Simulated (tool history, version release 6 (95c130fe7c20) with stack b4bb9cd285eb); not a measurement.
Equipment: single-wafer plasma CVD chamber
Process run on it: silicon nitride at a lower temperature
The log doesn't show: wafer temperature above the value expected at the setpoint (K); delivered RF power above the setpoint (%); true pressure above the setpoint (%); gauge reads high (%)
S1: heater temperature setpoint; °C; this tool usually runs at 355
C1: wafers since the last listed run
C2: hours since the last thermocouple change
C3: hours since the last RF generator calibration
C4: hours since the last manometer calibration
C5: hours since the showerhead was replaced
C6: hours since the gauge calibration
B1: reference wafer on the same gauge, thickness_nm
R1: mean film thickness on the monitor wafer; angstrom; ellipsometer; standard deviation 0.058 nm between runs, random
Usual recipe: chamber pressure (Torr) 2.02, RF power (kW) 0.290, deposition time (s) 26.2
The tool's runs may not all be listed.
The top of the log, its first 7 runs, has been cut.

Run 8, hour 80.1: usual settings but deposition time (s) 22.5; C1 181; C2 1034.0; C3 1575.2; C4 916.6; C5 6296.2; C6 132.6; B1 29.205. Result: R1 277.66 angstrom.
Run 9, hour 97.2: usual settings; C1 345; C2 1051.1; C3 1592.3; C4 933.7; C5 6313.3; C6 149.7; B1 29.196. Result: R1 322.81 angstrom.
Run 10, hour 110.1: usual settings; C1 260; C2 1064.0; C3 1605.2; C4 946.6; C5 6326.2; C6 162.6; B1 29.204. Result: R1 322.29 angstrom.
At hour 122.8: RF generator calibrated.
Run 11, hour 123.3: usual settings; C1 105; C2 1077.2; C3 0.5; C4 959.8; C5 6339.4; C6 175.8; B1 29.199. Result: R1 339.58 angstrom.
Run 12, hour 132.5: usual settings but RF power (kW) 0.320; C1 185; C2 1086.4; C3 9.7; C4 969.0; C5 6348.6; C6 185.0; B1 29.214. Result: R1 358.26 angstrom.
Run 13, hour 150.2: usual settings but RF power (kW) 0.250; C1 357; C2 1104.1; C3 27.4; C4 986.7; C5 6366.3; C6 202.7; B1 29.193. Result: R1 312.17 angstrom.
Run 14, hour 160.7: usual settings but RF power (kW) 0.250; C1 212; C2 1114.6; C3 37.9; C4 997.2; C5 6376.8; C6 213.2; B1 29.204. Result: R1 311.55 angstrom.
Run 15, hour 178.2: usual settings but deposition time (s) 28.8; C1 353; C2 1132.1; C3 55.4; C4 1014.7; C5 6394.3; C6 230.7; B1 29.198. Result: R1 372.79 angstrom.
Run 16, hour 190.2: usual settings but S1 340 °C, chamber pressure (Torr) 2.18, RF power (kW) 0.255, deposition time (s) 31.4; C1 242; C2 1144.1; C3 67.4; C4 1026.7; C5 6406.3; C6 242.7; B1 29.181. Result: R1 389.46 angstrom.
Run 17, hour 198.8: usual settings but S1 363 °C, RF power (kW) 0.320, deposition time (s) 28.6; C1 173; C2 1152.7; C3 76.0; C4 1035.3; C5 6414.9; C6 251.3; B1 29.205. Result: R1 389.56 angstrom.
Run 18, hour 204.9: usual settings; C1 123; C2 1158.8; C3 82.1; C4 1041.4; C5 6421.0; C6 257.4; B1 29.186. Result: R1 339.33 angstrom.
At hour 219.6: gauge calibrated.
At hour 235.3: showerhead replaced.
Run 19, hour 235.8: usual settings but deposition time (s) 21.8; C1 462; C2 1189.7; C3 113.0; C4 1072.3; C5 0.5; C6 16.2; B1 29.196. Result: R1 283.20 angstrom.
Run 20, hour 239.1: usual settings but chamber pressure (Torr) 1.65, RF power (kW) 0.260, deposition time (s) 29.1; C1 66; C2 1193.0; C3 116.3; C4 1075.6; C5 3.8; C6 19.5; B1 29.193. Result: R1 329.04 angstrom.
Run 21, hour 246.5: usual settings but S1 348 °C, chamber pressure (Torr) 1.86, RF power (kW) 0.330; C1 149; C2 1200.4; C3 123.7; C4 1083.0; C5 11.2; C6 26.9; B1 29.203. Result: R1 355.35 angstrom.
Run 22, hour 258.5: usual settings but RF power (kW) 0.250; C1 242; C2 1212.4; C3 135.7; C4 1095.0; C5 23.2; C6 38.9; B1 29.220. Result: R1 313.27 angstrom.
Run 23, hour 266.8: usual settings but deposition time (s) 22.5; C1 167; C2 1220.7; C3 144.0; C4 1103.3; C5 31.5; C6 47.2; B1 29.214. Result: R1 291.90 angstrom.
At hour 283.9: capacitance manometer re-zeroed and calibrated.
Run 24, hour 284.4: usual settings but S1 343 °C, RF power (kW) 0.240, deposition time (s) 23.9; C1 194; C2 1238.3; C3 161.6; C4 0.5; C5 49.1; C6 64.8; B1 29.212. Result: R1 272.01 angstrom.
At hour 294.2: thermocouple changed; heater temperature recalibrated.
Run 25, hour 294.7: usual settings but S1 340 °C, chamber pressure (Torr) 2.21, RF power (kW) 0.315, deposition time (s) 31.4; C1 46; C2 0.5; C3 171.9; C4 10.8; C5 59.4; C6 75.1; B1 29.198. Result: R1 430.28 angstrom.
Run 26, hour 327.8: usual settings but S1 347 °C, chamber pressure (Torr) 1.57, RF power (kW) 0.260, deposition time (s) 28.0; C1 669; C2 33.6; C3 205.0; C4 43.9; C5 92.5; C6 108.2; B1 29.208. Result: R1 302.00 angstrom.
Run 27, hour 339.0: usual settings but S1 341 °C, chamber pressure (Torr) 2.32, RF power (kW) 0.255, deposition time (s) 21.6; C1 226; C2 44.8; C3 216.2; C4 55.1; C5 103.7; C6 119.4; B1 29.179. Result: R1 267.02 angstrom.
Run 28, hour 355.9: usual settings; C1 341; C2 61.7; C3 233.1; C4 72.0; C5 120.6; C6 136.3; B1 29.187. Result: R1 331.68 angstrom.
Run 29, hour 362.3: usual settings but chamber pressure (Torr) 2.50; C1 129; C2 68.1; C3 239.5; C4 78.4; C5 127.0; C6 142.7; B1 29.204. Result: R1 353.81 angstrom.
Run 30, hour 372.9: usual settings but chamber pressure (Torr) 1.83, deposition time (s) 24.6; C1 214; C2 78.7; C3 250.1; C4 89.0; C5 137.6; C6 153.3; B1 29.193. Result: R1 299.89 angstrom.

3 ways to go on from here, each from the tool as it stands after run 30. What would each give?
Run A, hour 373.3: usual settings; C1 8; C2 79.1; C3 250.5; C4 89.4; C5 138.0; C6 153.7; B1 ?. Result: R1 ?.
Run B, hour 373.3: usual settings but S1 340 °C, chamber pressure (Torr) 1.66, deposition time (s) 30.9; C1 8; C2 79.1; C3 250.5; C4 89.4; C5 138.0; C6 153.7; B1 ?. Result: R1 ?.
Run C, hour 373.3: usual settings but chamber pressure (Torr) 1.60; C1 8; C2 79.1; C3 250.5; C4 89.4; C5 138.0; C6 153.7; B1 ?. Result: R1 ?.

run      B1      R1
  A  29.209  331.20
  B  29.209  364.44
  C  29.209  302.92
Without the tool's hidden state the same runs would have given:
run      R1
  A  333.22
  B  366.58
  C  304.69
